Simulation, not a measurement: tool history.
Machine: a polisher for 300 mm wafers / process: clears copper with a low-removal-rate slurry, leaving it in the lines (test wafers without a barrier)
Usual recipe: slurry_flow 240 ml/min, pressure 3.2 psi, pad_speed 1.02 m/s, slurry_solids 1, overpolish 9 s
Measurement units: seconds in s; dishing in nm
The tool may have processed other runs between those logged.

run   hour  slurry_flow  pressure  pad_speed  slurry_solids  overpolish  incoming thickness of the incoming film, nm  seconds  dishing
  1      0          240       2.4       1.02              1           9                                        342.3    148.2     15.3
  2   60.6          240       2.4       1.02              1           9                                        345.6    146.7     15.6
      69.4  -- worn pad replaced by a new one
     103.2  -- slurry blender recalibrated
  3  128.3          240       3.2       1.02              1           9                                          342    110.1     20.3
  4  197.2          240       3.2       1.02              1           9                                        340.5    107.8     19.9
  5  264.4          240       3.2       1.02              1           9                                        345.3    107.5     19.6
     282.6  -- worn pad replaced by a new one
  6    312          240       3.2       1.02              1           9                                        345.3    109.3     20.2
     334.6  -- slurry nozzle cleaned
  7  352.5          240       3.2       1.02              1           9                                        342.7    108.1     21.3
       356  -- slurry blender recalibrated
  8  424.2          240       3.2       1.02              1           9                                          343    105.7     20.5
     449.7  -- head pressure recalibrated
     481.9  -- worn pad replaced by a new one
  9  486.8          240       3.2       1.02              1           9                                        343.8    117.5     18.6
 10    539          240       3.2       1.02              1           9                                        342.5      117     18.4
 11  567.6          240       3.2       1.02              1          11                                        340.3    115.9     22.7
 12    604          290       3.2       1.02           0.75          10                                        346.3    120.3     20.5
     615.6  -- slurry blender recalibrated
 13  638.2          240       3.2       0.88              1          11                                        343.6      132     20.6
     700.1  -- worn pad replaced by a new one
 14    709          240       3.2       0.84              1           9                                        351.1    137.5     17.2

For run 15, what comes out?
     775.3  -- slurry nozzle cleaned
 15  780.8          240       3.8       1.02              1           9                                        350.1        ?        ?

seconds: 98 s
dishing: 21.5 nm
With no hidden state in the tool, this same run would have given seconds 100.9 s, dishing 20.9 nm.
